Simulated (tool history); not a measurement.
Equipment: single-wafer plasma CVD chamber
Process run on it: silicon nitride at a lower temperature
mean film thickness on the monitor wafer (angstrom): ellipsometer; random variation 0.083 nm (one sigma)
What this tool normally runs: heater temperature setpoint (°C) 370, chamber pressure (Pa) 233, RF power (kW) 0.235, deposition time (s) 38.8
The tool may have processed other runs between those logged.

run,hour,heater temperature setpoint (°C),chamber pressure (Pa),RF power (kW),deposition time (s),"read-back reference wafer on the same gauge, thickness_nm",mean film thickness on the monitor wafer (angstrom)
1,0.0,370,233,0.235,38.8,38.012,405.14
# hour 14.5: RF generator calibrated
2,25.7,370,233,0.235,38.8,37.999,419.29
# hour 51.6: capacitance manometer re-zeroed and calibrated
3,56.6,370,233,0.235,38.8,37.994,410.09
4,108.8,370,233,0.235,38.8,38.003,410.57
5,123.2,370,233,0.235,38.8,37.987,409.37
6,151.6,370,257,0.255,38.8,37.994,441.41
7,175.9,370,257,0.255,38.8,38.043,442.80
8,188.6,370,233,0.235,38.8,37.990,410.22
9,216.0,370,183,0.235,38.8,38.002,370.23
10,243.5,370,233,0.235,38.8,38.008,408.91
# hour 254.2: gauge calibrated
11,273.4,370,233,0.235,38.8,38.043,409.99
12,286.8,370,233,0.235,38.8,37.984,408.98
# hour 319.8: thermocouple changed; heater temperature recalibrated
13,320.3,370,233,0.260,46.1,37.982,509.66
14,413.0,370,272,0.215,38.8,38.021,413.05
15,442.5,370,233,0.235,38.8,37.963,406.90
# hour 452.4: showerhead replaced
16,473.9,370,193,0.190,43.9,37.999,385.97
17,499.9,370,233,0.235,38.8,38.021,407.97
18,514.7,375,209,0.235,42.3,38.007,423.68
19,529.9,370,233,0.235,38.8,37.987,407.43
20,559.1,357,289,0.235,35.7,38.024,407.51
21,575.3,383,260,0.225,44.6,37.991,474.34
22,601.3,370,189,0.205,38.8,38.032,347.98
23,621.6,358,233,0.235,38.8,38.011,409.73
24,651.2,384,233,0.235,38.8,38.018,403.45
25,686.1,384,233,0.250,40.8,37.983,436.91
26,713.9,370,233,0.235,34.8,37.999,363.72
27,734.4,360,260,0.250,42.9,38.012,484.16
28,760.0,370,255,0.255,38.8,37.997,435.82
29,783.7,370,193,0.235,38.8,37.978,375.34

For each run, what was the tool's unlogged condition?
wafer temperature above the value expected at the setpoint (K): 0, the same for each run
gauge reads high (%): 0, the same for each run
H1: delivered RF power above the setpoint (%)
H2: true pressure above the setpoint (%)
run,H1,H2
1,-6.93,4.73
2,-0.251,4.83
3,-0.366,-0.816
4,-0.561,-0.813
5,-0.615,-0.812
6,-0.721,-0.808
7,-0.811,-0.804
8,-0.859,-0.802
9,-0.961,-0.796
10,-1.06,-0.788
11,-1.18,-0.779
12,-1.23,-0.775
13,-1.35,-0.762
14,-1.7,-0.719
15,-1.81,-0.702
16,-1.92,-0.683
17,-2.02,-0.666
18,-2.08,-0.656
19,-2.13,-0.646
20,-2.24,-0.624
21,-2.3,-0.612
22,-2.4,-0.591
23,-2.47,-0.574
24,-2.59,-0.549
25,-2.72,-0.517
26,-2.82,-0.49
27,-2.9,-0.469
28,-2.99,-0.443
29,-3.08,-0.418
